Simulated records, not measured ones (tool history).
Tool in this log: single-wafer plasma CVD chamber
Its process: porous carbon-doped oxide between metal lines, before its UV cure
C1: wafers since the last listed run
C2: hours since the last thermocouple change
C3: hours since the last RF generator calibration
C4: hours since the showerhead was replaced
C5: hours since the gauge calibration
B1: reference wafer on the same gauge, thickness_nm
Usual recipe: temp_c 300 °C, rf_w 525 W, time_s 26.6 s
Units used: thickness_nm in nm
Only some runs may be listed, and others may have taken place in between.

run 1 day=0 | temp_c=300 rf_w=525 time_s=26.6 | C1=0 C2=1741.3 C3=1541.1 C4=3169.9 C5=1219.4 | B1=143.951 | thickness_nm=127.963
run 2 day=2.946 | temp_c=300 rf_w=525 time_s=26.6 | C1=1739 C2=1812 C3=1611.8 C4=3240.6 C5=1290.1 | B1=143.909 | thickness_nm=127.573
run 3 day=4.217 | temp_c=300 rf_w=525 time_s=29.3 | C1=750 C2=1842.5 C3=1642.3 C4=3271.1 C5=1320.6 | B1=143.782 | thickness_nm=140.134
run 4 day=5.967 | temp_c=300 rf_w=525 time_s=26.6 | C1=1033 C2=1884.5 C3=1684.3 C4=3313.1 C5=1362.6 | B1=144.019 | thickness_nm=127.531
run 5 day=8.917 | temp_c=300 rf_w=455 time_s=26.6 | C1=1741 C2=1955.3 C3=1755.1 C4=3383.9 C5=1433.4 | B1=144.006 | thickness_nm=111.574
run 6 day=9.962 | temp_c=300 rf_w=525 time_s=26.6 | C1=617 C2=1980.4 C3=1780.2 C4=3409 C5=1458.5 | B1=144.011 | thickness_nm=127.953
run 7 day=12.404 | temp_c=300 rf_w=525 time_s=26.6 | C1=1441 C2=2039 C3=1838.8 C4=3467.6 C5=1517.1 | B1=144.028 | thickness_nm=127.542
run 8 day=13.679 | temp_c=290 rf_w=525 time_s=26.6 | C1=752 C2=2069.6 C3=1869.4 C4=3498.2 C5=1547.7 | B1=144.109 | thickness_nm=136.234
run 9 day=14.812 | temp_c=300 rf_w=565 time_s=26.6 | C1=669 C2=2096.8 C3=1896.6 C4=3525.4 C5=1574.9 | B1=143.941 | thickness_nm=135.556
run 10 day=17.275 | temp_c=300 rf_w=565 time_s=26.6 | C1=1454 C2=2155.9 C3=1955.7 C4=3584.5 C5=1634 | B1=144.07 | thickness_nm=135.759
-- day=18.65 thermocouple changed; heater temperature recalibrated
run 11 day=20.121 | temp_c=300 rf_w=525 time_s=26.6 | C1=1483 C2=35.3 C3=2024 C4=3652.8 C5=1702.3 | B1=144.076 | thickness_nm=131.035
run 12 day=22.675 | temp_c=300 rf_w=525 time_s=26.6 | C1=1508 C2=96.6 C3=2085.3 C4=3714.1 C5=1763.6 | B1=144.117 | thickness_nm=130.642
-- day=23.546 gauge calibrated
-- day=24.542 RF generator calibrated
run 13 day=25.475 | temp_c=300 rf_w=525 time_s=26.6 | C1=1456 C2=163.8 C3=22.4 C4=3781.3 C5=46.3 | B1=143.944 | thickness_nm=130.524
run 14 day=26.771 | temp_c=300 rf_w=525 time_s=26.6 | C1=765 C2=194.9 C3=53.5 C4=3812.4 C5=77.4 | B1=143.999 | thickness_nm=130.509
run 15 day=29.404 | temp_c=300 rf_w=525 time_s=26.6 | C1=1554 C2=258.1 C3=116.7 C4=3875.6 C5=140.6 | B1=143.891 | thickness_nm=129.88
run 16 day=31.308 | temp_c=300 rf_w=450 time_s=24.5 | C1=1124 C2=303.8 C3=162.4 C4=3921.3 C5=186.3 | B1=143.957 | thickness_nm=103.069
run 17 day=33.238 | temp_c=288 rf_w=570 time_s=26.6 | C1=1139 C2=350.1 C3=208.7 C4=3967.6 C5=232.6 | B1=144.047 | thickness_nm=149.871
-- day=35.433 showerhead replaced
run 18 day=35.758 | temp_c=300 rf_w=525 time_s=26.6 | C1=1291 C2=410.6 C3=269.2 C4=7.8 C5=293.1 | B1=144.003 | thickness_nm=128.595
run 19 day=38.55 | temp_c=300 rf_w=525 time_s=26.6 | C1=1648 C2=477.6 C3=336.2 C4=74.8 C5=360.1 | B1=143.823 | thickness_nm=128.964
run 20 day=40.404 | temp_c=300 rf_w=525 time_s=26.6 | C1=1094 C2=522.1 C3=380.7 C4=119.3 C5=404.6 | B1=143.969 | thickness_nm=128.787
run 21 day=41.8 | temp_c=309 rf_w=620 time_s=21.3 | C1=824 C2=555.6 C3=414.2 C4=152.8 C5=438.1 | B1=144.019 | thickness_nm=112.856
run 22 day=44.221 | temp_c=300 rf_w=525 time_s=28.6 | C1=1429 C2=613.7 C3=472.3 C4=210.9 C5=496.2 | B1=144.002 | thickness_nm=137.531
run 23 day=45.925 | temp_c=287 rf_w=440 time_s=24.8 | C1=1006 C2=654.6 C3=513.2 C4=251.8 C5=537.1 | B1=144.084 | thickness_nm=110.676
run 24 day=49.75 | temp_c=290 rf_w=595 time_s=25.1 | C1=2258 C2=746.4 C3=605 C4=343.6 C5=628.9 | B1=143.782 | thickness_nm=143.638
run 25 day=51.258 | temp_c=300 rf_w=525 time_s=26.6 | C1=890 C2=782.6 C3=641.2 C4=379.8 C5=665.1 | B1=144.005 | thickness_nm=127.712
run 26 day=53.729 | temp_c=300 rf_w=525 time_s=26.6 | C1=1459 C2=841.9 C3=700.5 C4=439.1 C5=724.4 | B1=144.115 | thickness_nm=127.7
run 27 day=56.583 | temp_c=300 rf_w=480 time_s=26.6 | C1=1685 C2=910.4 C3=769 C4=507.6 C5=792.9 | B1=143.896 | thickness_nm=117.913
run 28 day=59.429 | temp_c=310 rf_w=525 time_s=29.4 | C1=1680 C2=978.7 C3=837.3 C4=575.9 C5=861.2 | B1=143.971 | thickness_nm=132.307
run 29 day=61.467 | temp_c=290 rf_w=525 time_s=26.6 | C1=1203 C2=1027.6 C3=886.2 C4=624.8 C5=910.1 | B1=143.935 | thickness_nm=135.808
run 30 day=63.817 | temp_c=300 rf_w=525 time_s=26.6 | C1=1387 C2=1084 C3=942.6 C4=681.2 C5=966.5 | B1=144.056 | thickness_nm=127.308
run 31 day=66.346 | temp_c=300 rf_w=525 time_s=23.8 | C1=1493 C2=1144.7 C3=1003.3 C4=741.9 C5=1027.2 | B1=143.932 | thickness_nm=114.294
run 32 day=68.488 | temp_c=300 rf_w=525 time_s=26.6 | C1=1264 C2=1196.1 C3=1054.7 C4=793.3 C5=1078.6 | B1=143.828 | thickness_nm=127.045
run 33 day=69.767 | temp_c=310 rf_w=525 time_s=22.1 | C1=755 C2=1226.8 C3=1085.4 C4=824 C5=1109.3 | B1=144.038 | thickness_nm=100.102
run 34 day=71.625 | temp_c=286 rf_w=525 time_s=26.6 | C1=1097 C2=1271.4 C3=1130 C4=868.6 C5=1153.9 | B1=144.031 | thickness_nm=139.295

Hidden condition of the tool, last listed run before each entry between runs versus first listed run after:
Logged between run 10 and run 11: thermocouple changed; heater temperature recalibrated (day 18.65)
  wafer temperature above the value expected at the setpoint (K): 5.38 -> 1.19
  the result without the hidden state subtracted from the measured one, thickness_nm: -4.713 -> -1.002 nm
Logged between run 12 and run 13: gauge calibrated (day 23.546); RF generator calibrated (day 24.542)
  wafer temperature above the value expected at the setpoint (K): 1.62 -> 2.05
  the result without the hidden state subtracted from the measured one, thickness_nm: -1.359 -> -1.723 nm
Logged between run 17 and run 18: showerhead replaced (day 35.433)
  wafer temperature above the value expected at the setpoint (K): 3.09 -> 3.38
  the result without the hidden state subtracted from the measured one, thickness_nm: -3.281 -> -2.8 nm
